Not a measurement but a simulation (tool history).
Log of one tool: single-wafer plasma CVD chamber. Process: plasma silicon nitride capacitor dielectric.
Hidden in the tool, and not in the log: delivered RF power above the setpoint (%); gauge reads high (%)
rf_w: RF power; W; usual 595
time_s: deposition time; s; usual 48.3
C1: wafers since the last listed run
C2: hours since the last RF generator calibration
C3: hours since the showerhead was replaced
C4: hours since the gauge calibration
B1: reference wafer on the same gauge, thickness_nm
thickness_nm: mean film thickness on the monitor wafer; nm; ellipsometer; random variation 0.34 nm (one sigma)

run 1 hour=0.0 | rf_w=525 time_s=43.3 | C1=0 C2=812.2 C3=5382.4 C4=836.9 | B1=63.099 | thickness_nm=65.592
run 2 hour=39.2 | rf_w=595 time_s=48.3 | C1=569 C2=851.4 C3=5421.6 C4=876.1 | B1=63.080 | thickness_nm=76.048
run 3 hour=119.5 | rf_w=595 time_s=48.3 | C1=1165 C2=931.7 C3=5501.9 C4=956.4 | B1=63.100 | thickness_nm=76.183
run 4 hour=223.5 | rf_w=595 time_s=48.3 | C1=1509 C2=1035.7 C3=5605.9 C4=1060.4 | B1=63.087 | thickness_nm=75.962
run 5 hour=326.8 | rf_w=505 time_s=48.3 | C1=1499 C2=1139.0 C3=5709.2 C4=1163.7 | B1=63.154 | thickness_nm=72.144
run 6 hour=379.9 | rf_w=595 time_s=51.7 | C1=770 C2=1192.1 C3=5762.3 C4=1216.8 | B1=63.063 | thickness_nm=81.762
run 7 hour=484.2 | rf_w=595 time_s=51.7 | C1=1513 C2=1296.4 C3=5866.6 C4=1321.1 | B1=63.098 | thickness_nm=80.369
run 8 hour=563.3 | rf_w=690 time_s=48.3 | C1=1148 C2=1375.5 C3=5945.7 C4=1400.2 | B1=63.167 | thickness_nm=78.475
run 9 hour=626.2 | rf_w=690 time_s=48.3 | C1=913 C2=1438.4 C3=6008.6 C4=1463.1 | B1=63.169 | thickness_nm=78.382
run 10 hour=730.6 | rf_w=595 time_s=48.3 | C1=1515 C2=1542.8 C3=6113.0 C4=1567.5 | B1=63.075 | thickness_nm=75.448
-- hour=738.9 showerhead replaced
run 11 hour=837.6 | rf_w=595 time_s=48.3 | C1=1437 C2=1649.8 C3=98.7 C4=1674.5 | B1=63.153 | thickness_nm=75.423
run 12 hour=888.9 | rf_w=595 time_s=48.3 | C1=744 C2=1701.1 C3=150.0 C4=1725.8 | B1=63.053 | thickness_nm=74.873
run 13 hour=950.2 | rf_w=545 time_s=48.3 | C1=889 C2=1762.4 C3=211.3 C4=1787.1 | B1=63.182 | thickness_nm=73.415
run 14 hour=997.1 | rf_w=545 time_s=48.3 | C1=680 C2=1809.3 C3=258.2 C4=1834.0 | B1=63.112 | thickness_nm=72.921
run 15 hour=1050.8 | rf_w=545 time_s=48.3 | C1=779 C2=1863.0 C3=311.9 C4=1887.7 | B1=63.205 | thickness_nm=73.110
run 16 hour=1123.7 | rf_w=595 time_s=51.7 | C1=1058 C2=1935.9 C3=384.8 C4=1960.6 | B1=63.078 | thickness_nm=80.329
run 17 hour=1184.0 | rf_w=595 time_s=41.7 | C1=875 C2=1996.2 C3=445.1 C4=2020.9 | B1=63.049 | thickness_nm=64.427
run 18 hour=1278.9 | rf_w=645 time_s=39.9 | C1=1377 C2=2091.1 C3=540.0 C4=2115.8 | B1=63.193 | thickness_nm=63.040
run 19 hour=1318.5 | rf_w=595 time_s=41.9 | C1=574 C2=2130.7 C3=579.6 C4=2155.4 | B1=63.118 | thickness_nm=64.510
run 20 hour=1404.2 | rf_w=480 time_s=52.8 | C1=1243 C2=2216.4 C3=665.3 C4=2241.1 | B1=63.110 | thickness_nm=76.809
run 21 hour=1506.5 | rf_w=595 time_s=48.3 | C1=1484 C2=2318.7 C3=767.6 C4=2343.4 | B1=63.141 | thickness_nm=74.590
-- hour=1538.1 RF generator calibrated
run 22 hour=1607.5 | rf_w=490 time_s=53.2 | C1=1349 C2=69.4 C3=868.6 C4=2444.4 | B1=63.133 | thickness_nm=79.141
run 23 hour=1672.6 | rf_w=645 time_s=39.9 | C1=944 C2=134.5 C3=933.7 C4=2509.5 | B1=63.041 | thickness_nm=64.152
-- hour=1708.4 gauge calibrated
run 24 hour=1722.6 | rf_w=670 time_s=51.4 | C1=725 C2=184.5 C3=983.7 C4=14.2 | B1=63.198 | thickness_nm=83.205
run 25 hour=1790.1 | rf_w=595 time_s=48.3 | C1=979 C2=252.0 C3=1051.2 C4=81.7 | B1=63.134 | thickness_nm=75.519
run 26 hour=1871.0 | rf_w=545 time_s=48.3 | C1=1174 C2=332.9 C3=1132.1 C4=162.6 | B1=63.078 | thickness_nm=74.118
run 27 hour=1931.7 | rf_w=595 time_s=42.8 | C1=881 C2=393.6 C3=1192.8 C4=223.3 | B1=63.120 | thickness_nm=66.468
run 28 hour=1986.2 | rf_w=595 time_s=38.9 | C1=791 C2=448.1 C3=1247.3 C4=277.8 | B1=63.184 | thickness_nm=61.092
run 29 hour=2085.4 | rf_w=550 time_s=57.8 | C1=1439 C2=547.3 C3=1346.5 C4=377.0 | B1=63.079 | thickness_nm=89.069
run 30 hour=2181.8 | rf_w=515 time_s=45.9 | C1=1399 C2=643.7 C3=1442.9 C4=473.4 | B1=63.157 | thickness_nm=69.679

Forecast each of these 3 alternatives for the next run:
run A hour=2182.2 | rf_w=595 time_s=57.4 | C1=5 C2=644.1 C3=1443.3 C4=473.8 | B1=? | thickness_nm=?
run B hour=2182.2 | rf_w=705 time_s=39.7 | C1=5 C2=644.1 C3=1443.3 C4=473.8 | B1=? | thickness_nm=?
run C hour=2182.2 | rf_w=675 time_s=53.7 | C1=5 C2=644.1 C3=1443.3 C4=473.8 | B1=? | thickness_nm=?

run=A B1=63.060 thickness_nm=89.918
run=B B1=63.060 thickness_nm=65.240
run=C B1=63.060 thickness_nm=87.166
Without the tool's hidden state the same runs would have given:
run=A thickness_nm=90.266
run=B thickness_nm=65.492
run=C thickness_nm=87.504
